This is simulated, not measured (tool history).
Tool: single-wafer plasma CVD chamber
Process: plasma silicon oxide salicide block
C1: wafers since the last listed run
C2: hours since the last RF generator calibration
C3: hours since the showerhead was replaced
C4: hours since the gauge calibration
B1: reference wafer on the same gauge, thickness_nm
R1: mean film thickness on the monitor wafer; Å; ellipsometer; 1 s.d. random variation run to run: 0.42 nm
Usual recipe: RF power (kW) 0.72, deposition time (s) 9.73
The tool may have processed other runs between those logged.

run 1 hour=0 | RF_power_(kW)=0.72 deposition_time_(s)=9.73 | C1=0 C2=768.7 C3=3849.8 C4=306.5 | B1=113.835 | R1=986.04
run 2 hour=23.9 | RF_power_(kW)=0.72 deposition_time_(s)=9.73 | C1=1276 C2=792.6 C3=3873.7 C4=330.4 | B1=113.979 | R1=986.09
run 3 hour=46.2 | RF_power_(kW)=0.8 deposition_time_(s)=9.73 | C1=1190 C2=814.9 C3=3896 C4=352.7 | B1=113.96 | R1=1031.54
run 4 hour=72.7 | RF_power_(kW)=0.8 deposition_time_(s)=9.73 | C1=1414 C2=841.4 C3=3922.5 C4=379.2 | B1=113.898 | R1=1033.27
run 5 hour=97.5 | RF_power_(kW)=0.8 deposition_time_(s)=9.73 | C1=1324 C2=866.2 C3=3947.3 C4=404 | B1=114.062 | R1=1026.3
run 6 hour=118.8 | RF_power_(kW)=0.72 deposition_time_(s)=9.73 | C1=1137 C2=887.5 C3=3968.6 C4=425.3 | B1=114.057 | R1=978.77
run 7 hour=146.7 | RF_power_(kW)=0.72 deposition_time_(s)=9.73 | C1=1489 C2=915.4 C3=3996.5 C4=453.2 | B1=113.921 | R1=984.68
run 8 hour=182.3 | RF_power_(kW)=0.72 deposition_time_(s)=9.73 | C1=1900 C2=951 C3=4032.1 C4=488.8 | B1=114.099 | R1=977.62
-- hour=212.9 RF generator calibrated
run 9 hour=213.4 | RF_power_(kW)=0.72 deposition_time_(s)=9.73 | C1=1233 C2=0.5 C3=4063.2 C4=519.9 | B1=114.018 | R1=1010.05
-- hour=219.5 gauge calibrated
run 10 hour=233.8 | RF_power_(kW)=0.72 deposition_time_(s)=9.73 | C1=1089 C2=20.9 C3=4083.6 C4=14.3 | B1=114.069 | R1=1001.5
run 11 hour=262.3 | RF_power_(kW)=0.72 deposition_time_(s)=9.73 | C1=1521 C2=49.4 C3=4112.1 C4=42.8 | B1=113.932 | R1=1000.49
run 12 hour=338.8 | RF_power_(kW)=0.615 deposition_time_(s)=10.49 | C1=4084 C2=125.9 C3=4188.6 C4=119.3 | B1=114.068 | R1=1003.51
-- hour=355.3 showerhead replaced
run 13 hour=374.7 | RF_power_(kW)=0.635 deposition_time_(s)=8.85 | C1=1489 C2=161.8 C3=19.4 C4=155.2 | B1=114.092 | R1=865.92
run 14 hour=392.7 | RF_power_(kW)=0.72 deposition_time_(s)=9.73 | C1=961 C2=179.8 C3=37.4 C4=173.2 | B1=114.041 | R1=1001.8
run 15 hour=415 | RF_power_(kW)=0.78 deposition_time_(s)=7.86 | C1=1190 C2=202.1 C3=59.7 C4=195.5 | B1=114.043 | R1=828.68
run 16 hour=432.9 | RF_power_(kW)=0.72 deposition_time_(s)=9.73 | C1=955 C2=220 C3=77.6 C4=213.4 | B1=113.879 | R1=999.48
run 17 hour=464.6 | RF_power_(kW)=0.85 deposition_time_(s)=9.15 | C1=1692 C2=251.7 C3=109.3 C4=245.1 | B1=114.041 | R1=1013.16
run 18 hour=483.3 | RF_power_(kW)=0.675 deposition_time_(s)=8.6 | C1=998 C2=270.4 C3=128 C4=263.8 | B1=114.028 | R1=858.49
run 19 hour=504.5 | RF_power_(kW)=0.72 deposition_time_(s)=9.73 | C1=1131 C2=291.6 C3=149.2 C4=285 | B1=114.015 | R1=998
run 20 hour=519.9 | RF_power_(kW)=0.72 deposition_time_(s)=9.73 | C1=822 C2=307 C3=164.6 C4=300.4 | B1=113.955 | R1=998.87
run 21 hour=545 | RF_power_(kW)=0.845 deposition_time_(s)=10.46 | C1=1340 C2=332.1 C3=189.7 C4=325.5 | B1=113.987 | R1=1149.07
run 22 hour=571.2 | RF_power_(kW)=0.8 deposition_time_(s)=8.49 | C1=1398 C2=358.3 C3=215.9 C4=351.7 | B1=113.892 | R1=906.78

Here are 3 independent what-if runs from the current tool condition. What would each one return?
run A hour=571.6 | RF_power_(kW)=0.72 deposition_time_(s)=9.73 | C1=21 C2=358.7 C3=216.3 C4=352.1 | B1=? | R1=?
run B hour=571.6 | RF_power_(kW)=0.785 deposition_time_(s)=9.73 | C1=21 C2=358.7 C3=216.3 C4=352.1 | B1=? | R1=?
run C hour=571.6 | RF_power_(kW)=0.72 deposition_time_(s)=8.18 | C1=21 C2=358.7 C3=216.3 C4=352.1 | B1=? | R1=?

run=A B1=114.061 R1=1006.69
run=B B1=114.061 R1=1044.35
run=C B1=114.061 R1=846.32
What these runs would have given with no unlogged condition in the tool:
run=A R1=1014.3
run=B R1=1052.24
run=C R1=852.72
